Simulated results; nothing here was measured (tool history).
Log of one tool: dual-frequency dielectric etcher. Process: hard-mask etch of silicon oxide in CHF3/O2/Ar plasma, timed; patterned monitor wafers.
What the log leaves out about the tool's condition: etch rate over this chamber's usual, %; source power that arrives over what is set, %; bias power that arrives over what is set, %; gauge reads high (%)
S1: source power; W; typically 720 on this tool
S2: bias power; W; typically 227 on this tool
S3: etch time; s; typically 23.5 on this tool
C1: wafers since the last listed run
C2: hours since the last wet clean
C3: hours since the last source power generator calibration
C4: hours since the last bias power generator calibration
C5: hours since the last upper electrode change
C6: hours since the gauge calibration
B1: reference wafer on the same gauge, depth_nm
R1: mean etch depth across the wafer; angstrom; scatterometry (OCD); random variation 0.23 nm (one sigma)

Run 1, hour 0.0: usual settings; C1 0; C2 370.7; C3 1301.3; C4 1628.3; C5 3773.2; C6 281.6; B1 59.7. Result: R1 608 angstrom.
Run 2, hour 19.7: usual settings but S1 840 W; C1 345; C2 390.4; C3 1321.0; C4 1648.0; C5 3792.9; C6 301.3; B1 59.7. Result: R1 642 angstrom.
At hour 61.2: wet clean of the chamber.
Run 3, hour 61.7: usual settings; C1 315; C2 0.5; C3 1363.0; C4 1690.0; C5 3834.9; C6 343.3; B1 59.7. Result: R1 618 angstrom.
Run 4, hour 66.7: usual settings; C1 87; C2 5.5; C3 1368.0; C4 1695.0; C5 3839.9; C6 348.3; B1 59.7. Result: R1 620 angstrom.
Run 5, hour 92.2: usual settings; C1 446; C2 31.0; C3 1393.5; C4 1720.5; C5 3865.4; C6 373.8; B1 59.7. Result: R1 619 angstrom.
Run 6, hour 112.0: usual settings; C1 346; C2 50.8; C3 1413.3; C4 1740.3; C5 3885.2; C6 393.6; B1 59.7. Result: R1 619 angstrom.
Run 7, hour 145.1: usual settings; C1 580; C2 83.9; C3 1446.4; C4 1773.4; C5 3918.3; C6 426.7; B1 59.7. Result: R1 617 angstrom.
Run 8, hour 159.7: usual settings; C1 255; C2 98.5; C3 1461.0; C4 1788.0; C5 3932.9; C6 441.3; B1 59.7. Result: R1 614 angstrom.
Run 9, hour 193.5: usual settings but S2 259 W; C1 592; C2 132.3; C3 1494.8; C4 1821.8; C5 3966.7; C6 475.1; B1 59.7. Result: R1 641 angstrom.
At hour 224.7: upper electrode replaced.
Run 10, hour 225.2: usual settings but S2 250 W; C1 134; C2 164.0; C3 1526.5; C4 1853.5; C5 0.5; C6 506.8; B1 59.6. Result: R1 637 angstrom.
Run 11, hour 231.6: usual settings but S2 250 W; C1 112; C2 170.4; C3 1532.9; C4 1859.9; C5 6.9; C6 513.2; B1 59.6. Result: R1 635 angstrom.
Run 12, hour 264.0: usual settings but S3 21.5 s; C1 567; C2 202.8; C3 1565.3; C4 1892.3; C5 39.3; C6 545.6; B1 59.7. Result: R1 565 angstrom.
Run 13, hour 280.7: usual settings; C1 292; C2 219.5; C3 1582.0; C4 1909.0; C5 56.0; C6 562.3; B1 59.7. Result: R1 611 angstrom.
At hour 295.6: bias power generator calibrated.
Run 14, hour 301.4: usual settings; C1 292; C2 240.2; C3 1602.7; C4 5.8; C5 76.7; C6 583.0; B1 59.7. Result: R1 613 angstrom.
Run 15, hour 315.9: usual settings; C1 254; C2 254.7; C3 1617.2; C4 20.3; C5 91.2; C6 597.5; B1 59.7. Result: R1 613 angstrom.
Run 16, hour 330.2: usual settings but S1 860 W, S2 192 W, S3 18.5 s; C1 250; C2 269.0; C3 1631.5; C4 34.6; C5 105.5; C6 611.8; B1 59.7. Result: R1 486 angstrom.
At hour 409.0: gauge calibrated.
Run 17, hour 426.7: usual settings but S1 790 W; C1 1690; C2 365.5; C3 1728.0; C4 131.1; C5 202.0; C6 17.7; B1 59.7. Result: R1 626 angstrom.
At hour 434.6: source power generator calibrated.
Run 18, hour 441.8: usual settings but S1 820 W, S2 174 W; C1 194; C2 380.6; C3 7.2; C4 146.2; C5 217.1; C6 32.8; B1 59.8. Result: R1 582 angstrom.
Run 19, hour 471.6: usual settings but S3 21.0 s; C1 522; C2 410.4; C3 37.0; C4 176.0; C5 246.9; C6 62.6; B1 59.7. Result: R1 545 angstrom.
Run 20, hour 489.9: usual settings; C1 320; C2 428.7; C3 55.3; C4 194.3; C5 265.2; C6 80.9; B1 59.7. Result: R1 609 angstrom.
Run 21, hour 508.3: usual settings; C1 322; C2 447.1; C3 73.7; C4 212.7; C5 283.6; C6 99.3; B1 59.8. Result: R1 611 angstrom.
Run 22, hour 524.2: usual settings but S1 620 W, S2 246 W; C1 278; C2 463.0; C3 89.6; C4 228.6; C5 299.5; C6 115.2; B1 59.7. Result: R1 589 angstrom.
At hour 554.5: wet clean of the chamber.
Run 23, hour 555.0: usual settings but S1 870 W, S2 197 W, S3 30.0 s; C1 119; C2 0.5; C3 120.4; C4 259.4; C5 330.3; C6 146.0; B1 59.7. Result: R1 804 angstrom.
Run 24, hour 557.2: usual settings but S2 241 W, S3 16.5 s; C1 38; C2 2.7; C3 122.6; C4 261.6; C5 332.5; C6 148.2; B1 59.7. Result: R1 441 angstrom.
Run 25, hour 570.8: usual settings but S1 890 W; C1 238; C2 16.3; C3 136.2; C4 275.2; C5 346.1; C6 161.8; B1 59.7. Result: R1 672 angstrom.
Run 26, hour 598.9: usual settings but S1 770 W, S3 20.5 s; C1 492; C2 44.4; C3 164.3; C4 303.3; C5 374.2; C6 189.9; B1 59.7. Result: R1 555 angstrom.
Run 27, hour 620.3: usual settings; C1 374; C2 65.8; C3 185.7; C4 324.7; C5 395.6; C6 211.3; B1 59.7. Result: R1 615 angstrom.
Run 28, hour 637.3: usual settings; C1 297; C2 82.8; C3 202.7; C4 341.7; C5 412.6; C6 228.3; B1 59.7. Result: R1 615 angstrom.
Run 29, hour 666.8: usual settings but S1 850 W, S2 211 W, S3 17.0 s; C1 516; C2 112.3; C3 232.2; C4 371.2; C5 442.1; C6 257.8; B1 59.7. Result: R1 461 angstrom.
Run 30, hour 702.4: usual settings but S1 630 W, S2 211 W, S3 29.5 s; C1 623; C2 147.9; C3 267.8; C4 406.8; C5 477.7; C6 293.4; B1 59.7. Result: R1 717 angstrom.

Measured result minus the same run's result without the hidden state. Both carry the same run-to-run variation, though not necessarily the same gauge scatter:
run   R1
  1  -10
  2  -12
  3   +0
  4   +0
  5   -1
  6   -1
  7   -2
  8   -2
  9   -4
 10   -4
 11   -4
 12   -4
 13   -5
 14   -5
 15   -6
 16   -5
 17   -8
 18   -8
 19   -8
 20  -10
 21  -10
 22  -10
 23   +0
 24   +0
 25   +0
 26   -1
 27   -2
 28   -2
 29   -2
 30   -4
